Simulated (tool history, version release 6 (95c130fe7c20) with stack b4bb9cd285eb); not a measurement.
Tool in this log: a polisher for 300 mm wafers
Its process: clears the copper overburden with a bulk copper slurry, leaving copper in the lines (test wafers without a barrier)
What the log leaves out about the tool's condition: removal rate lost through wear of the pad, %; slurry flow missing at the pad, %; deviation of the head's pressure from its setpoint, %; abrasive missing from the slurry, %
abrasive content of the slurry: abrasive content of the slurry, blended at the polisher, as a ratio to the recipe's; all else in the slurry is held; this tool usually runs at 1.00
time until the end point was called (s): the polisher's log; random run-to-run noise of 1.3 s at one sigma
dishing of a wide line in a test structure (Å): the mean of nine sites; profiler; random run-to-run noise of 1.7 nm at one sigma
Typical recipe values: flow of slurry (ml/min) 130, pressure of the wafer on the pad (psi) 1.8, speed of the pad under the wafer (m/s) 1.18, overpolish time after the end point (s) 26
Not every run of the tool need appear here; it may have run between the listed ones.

| run | hour | flow of slurry (ml/min) | pressure of the wafer on the pad (psi) | speed of the pad under the wafer (m/s) | abrasive content of the slurry | overpolish time after the end point (s) | wafers since the last listed run | wafers polished on this pad | hours since the slurry nozzle was cleaned | hours since the head pressure was calibrated | hours since the slurry blender was calibrated | incoming thickness of the incoming film, nm | time until the end point was called (s) | dishing of a wide line in a test structure (Å) |
|---|---|---|---|---|---|---|---|---|---|---|---|---|---|---|
| 1 | 0.0 | 155 | 1.8 | 1.38 | 1.00 | 26 | 0 | 2591 | 323.8 | 619.5 | 92.1 | 761.1 | 111.8 | 817 |
| 2 | 85.1 | 130 | 1.8 | 1.18 | 1.00 | 37 | 425 | 3016 | 408.9 | 704.6 | 177.2 | 746.1 | 127.8 | 947 |
|  | 120.6 | worn pad replaced by a new one |
| 3 | 158.1 | 130 | 1.8 | 1.18 | 1.00 | 37 | 344 | 187 | 481.9 | 777.6 | 250.2 | 754.1 | 113.1 | 980 |
| 4 | 197.3 | 130 | 1.8 | 1.18 | 1.00 | 26 | 195 | 383 | 521.1 | 816.8 | 289.4 | 771.1 | 118.3 | 817 |
| 5 | 266.6 | 130 | 1.8 | 1.18 | 1.00 | 26 | 346 | 729 | 590.4 | 886.1 | 358.7 | 767.1 | 120.4 | 813 |
| 6 | 362.4 | 130 | 1.8 | 1.18 | 1.00 | 26 | 478 | 1208 | 686.2 | 981.9 | 454.5 | 765.4 | 125.4 | 782 |
|  | 370.2 | slurry nozzle cleaned |
| 7 | 405.6 | 130 | 1.8 | 1.18 | 1.00 | 26 | 210 | 1418 | 35.4 | 1025.1 | 497.7 | 768.0 | 129.7 | 799 |
| 8 | 496.1 | 130 | 1.8 | 1.18 | 1.00 | 26 | 452 | 1871 | 125.9 | 1115.6 | 588.2 | 738.9 | 123.6 | 778 |
|  | 537.4 | head pressure recalibrated |
| 9 | 578.8 | 130 | 1.8 | 1.18 | 1.00 | 26 | 403 | 2274 | 208.6 | 41.4 | 670.9 | 760.0 | 132.1 | 761 |
|  | 654.8 | slurry blender recalibrated |
| 10 | 660.8 | 105 | 1.8 | 1.18 | 0.85 | 40 | 399 | 2674 | 290.6 | 123.4 | 6.0 | 747.1 | 131.1 | 977 |
|  | 818.1 | worn pad replaced by a new one |
| 11 | 888.8 | 130 | 1.8 | 1.18 | 0.80 | 26 | 1119 | 353 | 518.6 | 351.4 | 234.0 | 768.6 | 121.9 | 820 |
| 12 | 952.8 | 130 | 2.3 | 1.18 | 1.00 | 39 | 319 | 672 | 582.6 | 415.4 | 298.0 | 747.3 | 90.5 | 1146 |
| 13 | 1009.7 | 130 | 1.8 | 1.18 | 0.80 | 26 | 284 | 957 | 639.5 | 472.3 | 354.9 | 760.6 | 126.2 | 832 |
|  | 1059.2 | slurry nozzle cleaned |
| 14 | 1066.9 | 165 | 2.3 | 1.18 | 1.00 | 35 | 280 | 1238 | 7.7 | 529.5 | 412.1 | 754.7 | 93.7 | 1110 |
| 15 | 1152.8 | 130 | 1.8 | 1.18 | 1.25 | 26 | 429 | 1667 | 93.6 | 615.4 | 498.0 | 763.2 | 121.3 | 816 |
| 16 | 1237.3 | 175 | 1.8 | 0.82 | 1.20 | 35 | 422 | 2089 | 178.1 | 699.9 | 582.5 | 755.4 | 143.5 | 824 |
| 17 | 1325.6 | 130 | 1.8 | 1.18 | 1.00 | 35 | 441 | 2530 | 266.4 | 788.2 | 670.8 | 749.6 | 133.2 | 891 |
| 18 | 1398.0 | 160 | 1.8 | 1.18 | 1.00 | 26 | 361 | 2892 | 338.8 | 860.6 | 743.2 | 770.9 | 132.8 | 739 |
| 19 | 1456.8 | 130 | 1.8 | 1.18 | 0.80 | 26 | 293 | 3186 | 397.6 | 919.4 | 802.0 | 748.8 | 143.4 | 728 |
|  | 1463.0 | slurry blender recalibrated |
| 20 | 1494.1 | 130 | 1.8 | 0.96 | 1.00 | 26 | 176 | 3362 | 434.9 | 956.7 | 31.1 | 756.6 | 141.1 | 738 |
|  | 1525.2 | head pressure recalibrated |
| 21 | 1530.1 | 130 | 1.8 | 1.08 | 1.00 | 26 | 169 | 3532 | 470.9 | 4.9 | 67.1 | 761.5 | 134.5 | 781 |
| 22 | 1621.0 | 100 | 1.5 | 1.18 | 1.00 | 26 | 454 | 3986 | 561.8 | 95.8 | 158.0 | 763.3 | 156.0 | 667 |
|  | 1660.2 | worn pad replaced by a new one |
| 23 | 1683.1 | 95 | 2.0 | 1.18 | 1.00 | 12 | 290 | 114 | 623.9 | 157.9 | 220.1 | 755.7 | 109.2 | 518 |
|  | 1690.8 | slurry nozzle cleaned |
| 24 | 1781.3 | 130 | 1.8 | 1.18 | 1.00 | 26 | 485 | 600 | 90.5 | 256.1 | 318.3 | 754.6 | 120.1 | 807 |
| 25 | 1883.7 | 130 | 1.8 | 1.08 | 1.00 | 26 | 511 | 1111 | 192.9 | 358.5 | 420.7 | 754.8 | 130.3 | 795 |
| 26 | 1968.0 | 165 | 1.4 | 1.18 | 1.00 | 37 | 421 | 1532 | 277.2 | 442.8 | 505.0 | 766.6 | 163.2 | 774 |
| 27 | 2061.4 | 130 | 1.6 | 1.18 | 0.85 | 18 | 466 | 1999 | 370.6 | 536.2 | 598.4 | 759.5 | 153.6 | 542 |
| 28 | 2150.8 | 165 | 1.4 | 1.18 | 1.25 | 31 | 446 | 2446 | 460.0 | 625.6 | 687.8 | 747.8 | 159.6 | 743 |
|  | 2163.1 | slurry blender recalibrated |
|  | 2368.5 | worn pad replaced by a new one |
| 29 | 2412.3 | 130 | 2.3 | 1.02 | 0.85 | 13 | 1276 | 218 | 721.5 | 887.1 | 249.2 | 753.0 | 97.9 | 624 |

Results per run with the tool's hidden condition removed, run-to-run variation unchanged:
| run | time until the end point was called (s) | dishing of a wide line in a test structure (Å) |
|---|---|---|
| 1 | 97.8 | 868 |
| 2 | 110.9 | 996 |
| 3 | 108.7 | 993 |
| 4 | 111.5 | 841 |
| 5 | 110.1 | 849 |
| 6 | 110.9 | 831 |
| 7 | 113.1 | 855 |
| 8 | 104.9 | 845 |
| 9 | 109.4 | 837 |
| 10 | 114.9 | 1023 |
| 11 | 115.9 | 840 |
| 12 | 83.7 | 1170 |
| 13 | 114.4 | 874 |
| 14 | 83.3 | 1150 |
| 15 | 105.1 | 874 |
| 16 | 121.6 | 886 |
| 17 | 110.3 | 959 |
| 18 | 107.7 | 820 |
| 19 | 114.5 | 819 |
| 20 | 122.5 | 797 |
| 21 | 116.6 | 841 |
| 22 | 134.5 | 723 |
| 23 | 104.5 | 535 |
| 24 | 109.7 | 843 |
| 25 | 114.5 | 849 |
| 26 | 139.7 | 823 |
| 27 | 128.0 | 611 |
| 28 | 129.4 | 819 |
| 29 | 94.9 | 638 |
